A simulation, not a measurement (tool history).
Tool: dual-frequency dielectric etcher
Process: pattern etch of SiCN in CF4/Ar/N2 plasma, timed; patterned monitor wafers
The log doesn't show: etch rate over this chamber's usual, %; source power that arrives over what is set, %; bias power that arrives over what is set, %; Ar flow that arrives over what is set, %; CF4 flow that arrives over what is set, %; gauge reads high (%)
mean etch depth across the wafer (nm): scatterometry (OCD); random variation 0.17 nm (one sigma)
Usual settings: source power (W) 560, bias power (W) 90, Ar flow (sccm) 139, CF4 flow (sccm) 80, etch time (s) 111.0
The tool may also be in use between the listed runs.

run,hour,source power (W),bias power (W),Ar flow (sccm),CF4 flow (sccm),etch time (s),wafers since the last listed run,hours since the last wet clean,hours since the last source power generator calibration,hours since the last bias power generator calibration,hours since the last Ar flow controller change,hours since the last CF4 flow controller change,hours since the last upper electrode change,hours since the gauge calibration,"read-back reference wafer on the same gauge, depth_nm",mean etch depth across the wafer (nm)
1,0.0,560,90,139,80,111.0,0,334.9,3007.9,1932.7,4530.6,2093.7,3056.4,81.2,90.0,111.6
2,15.8,560,90,139,80,111.0,179,350.7,3023.7,1948.5,4546.4,2109.5,3072.2,97.0,90.0,111.9
3,26.2,560,90,139,80,111.0,118,361.1,3034.1,1958.9,4556.8,2119.9,3082.6,107.4,90.0,111.6
4,33.7,560,90,121,80,89.5,85,368.6,3041.6,1966.4,4564.3,2127.4,3090.1,114.9,90.0,92.1
5,40.5,560,90,121,80,89.5,77,375.4,3048.4,1973.2,4571.1,2134.2,3096.9,121.7,90.0,92.1
6,54.9,560,90,121,80,89.5,163,389.8,3062.8,1987.6,4585.5,2148.6,3111.3,136.1,90.0,92.1
7,67.4,560,90,139,80,111.0,142,402.3,3075.3,2000.1,4598.0,2161.1,3123.8,148.6,90.0,111.9
8,77.7,560,90,139,80,111.0,117,412.6,3085.6,2010.4,4608.3,2171.4,3134.1,158.9,90.0,112.0
# hour 116.6: wet clean of the chamber
# hour 116.7: Ar flow controller replaced
# hour 131.6: upper electrode replaced
# hour 135.2: source power generator calibrated
9,135.7,560,90,139,80,111.0,175,19.1,0.5,2068.4,19.0,2229.4,4.1,216.9,90.0,110.4
10,136.0,560,90,154,80,97.5,3,19.4,0.8,2068.7,19.3,2229.7,4.4,217.2,90.0,95.4
11,136.4,660,100,139,62,144.0,4,19.8,1.2,2069.1,19.7,2230.1,4.8,217.6,90.0,160.6
12,136.7,610,105,162,80,99.5,3,20.1,1.5,2069.4,20.0,2230.4,5.1,217.9,90.0,107.6
# hour 147.0: CF4 flow controller replaced
# hour 148.2: bias power generator calibrated
13,148.8,560,90,139,80,111.0,55,32.2,13.6,0.6,32.1,1.8,17.2,230.0,90.0,110.5
# hour 156.4: gauge calibrated
14,161.9,600,90,139,95,87.0,148,45.3,26.7,13.7,45.2,14.9,30.3,5.5,90.0,93.9
15,176.9,560,74,139,80,80.0,170,60.3,41.7,28.7,60.2,29.9,45.3,20.5,90.0,76.0
16,190.4,670,73,157,80,98.0,153,73.8,55.2,42.2,73.7,43.4,58.8,34.0,90.0,104.3
17,217.6,560,90,170,72,125.0,309,101.0,82.4,69.4,100.9,70.6,86.0,61.2,90.1,118.4

Some steps in mean etch depth across the wafer (nm) between neighbouring runs. How much of each would the tool show without its hidden state too (settings, what came in, random variation), and how much is left for the hidden state, with any gauge scatter that isn't in both results?
Run 8 -> 9: wet clean of the chamber, Ar flow controller replaced, upper electrode replaced, source power generator calibrated. mean etch depth across the wafer (nm) -1.6: hidden state -1.4, all else -0.2.
Run 10 -> 11: source power (W) 560 -> 660, bias power (W) 90 -> 100, Ar flow (sccm) 154 -> 139, CF4 flow (sccm) 80 -> 62, etch time (s) 97.5 -> 144.0. mean etch depth across the wafer (nm) +65.2: hidden state +0.2, all else +65.0.

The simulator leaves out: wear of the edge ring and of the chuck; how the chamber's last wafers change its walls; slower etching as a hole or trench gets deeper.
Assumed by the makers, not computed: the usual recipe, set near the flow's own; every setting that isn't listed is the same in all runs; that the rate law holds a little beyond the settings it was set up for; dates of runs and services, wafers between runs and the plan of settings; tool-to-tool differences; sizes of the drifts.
